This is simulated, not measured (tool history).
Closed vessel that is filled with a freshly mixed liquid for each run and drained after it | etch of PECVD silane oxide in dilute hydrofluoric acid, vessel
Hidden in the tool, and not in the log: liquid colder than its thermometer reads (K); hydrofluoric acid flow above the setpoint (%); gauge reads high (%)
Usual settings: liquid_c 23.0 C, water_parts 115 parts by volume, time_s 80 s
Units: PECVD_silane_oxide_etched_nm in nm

run,hour,liquid_c,water_parts,time_s,wafers since the last listed run,hours since the thermometer was replaced,hours since the hydrofluoric acid flow meter was replaced,hours since the gauge calibration,"read-back film thickness of the PECVD silane oxide reference wafer, read on the same gauge (nm)",PECVD_silane_oxide_etched_nm
1,0.0,23.0,115,80,0,693.4,861.4,1188.9,50.00,9.90
2,82.6,23.0,115,80,9398,776.0,944.0,1271.5,50.00,9.93
3,167.7,23.0,115,80,9683,861.1,1029.1,1356.6,50.01,9.87
4,208.7,23.0,115,80,4665,902.1,1070.1,1397.6,49.99,9.86
5,245.8,23.0,115,80,4221,939.2,1107.2,1434.7,50.01,9.92
6,318.9,23.0,115,80,8317,1012.3,1180.3,1507.8,50.02,9.85
7,380.4,23.0,115,80,6997,1073.8,1241.8,1569.3,50.00,9.85
8,586.4,23.0,115,80,23440,1279.8,1447.8,1775.3,50.00,9.81
# hour 639.1: gauge calibrated
9,655.6,23.0,115,80,7874,1349.0,1517.0,16.5,50.00,9.84
10,700.9,24.5,165,30,5154,1394.3,1562.3,61.8,50.00,2.57
# hour 736.4: thermometer replaced
11,770.1,23.0,115,80,7760,33.7,1631.5,131.0,49.99,10.10
# hour 888.7: hydrofluoric acid flow meter replaced
12,926.4,23.0,60,120,17671,190.0,37.7,287.3,49.98,30.94
13,1243.2,23.0,65,80,36047,506.8,354.5,604.1,49.97,18.79
14,1341.0,21.0,155,80,11128,604.6,452.3,701.9,50.00,6.54
15,1397.4,26.5,115,55,6417,661.0,508.7,758.3,50.02,7.79
16,1456.5,23.0,115,80,6724,720.1,567.8,817.4,50.01,9.91
17,1557.2,27.5,60,80,11458,820.8,668.5,918.1,50.01,24.55
18,1659.2,20.5,135,115,11606,922.8,770.5,1020.1,50.00,10.73

Forecast each of these 3 alternatives for the next run:
A,1659.9,23.0,115,40,79,923.5,771.2,1020.8,?,?
B,1659.9,18.5,115,80,79,923.5,771.2,1020.8,?,?
C,1659.9,20.5,55,125,79,923.5,771.2,1020.8,?,?

run,"read-back film thickness of the PECVD silane oxide reference wafer, read on the same gauge (nm)",PECVD_silane_oxide_etched_nm
A,50.02,4.97
B,50.02,8.28
C,50.02,31.44
Without the tool's hidden state the same runs would have given:
run,PECVD_silane_oxide_etched_nm
A,5.07
B,8.45
C,32.10
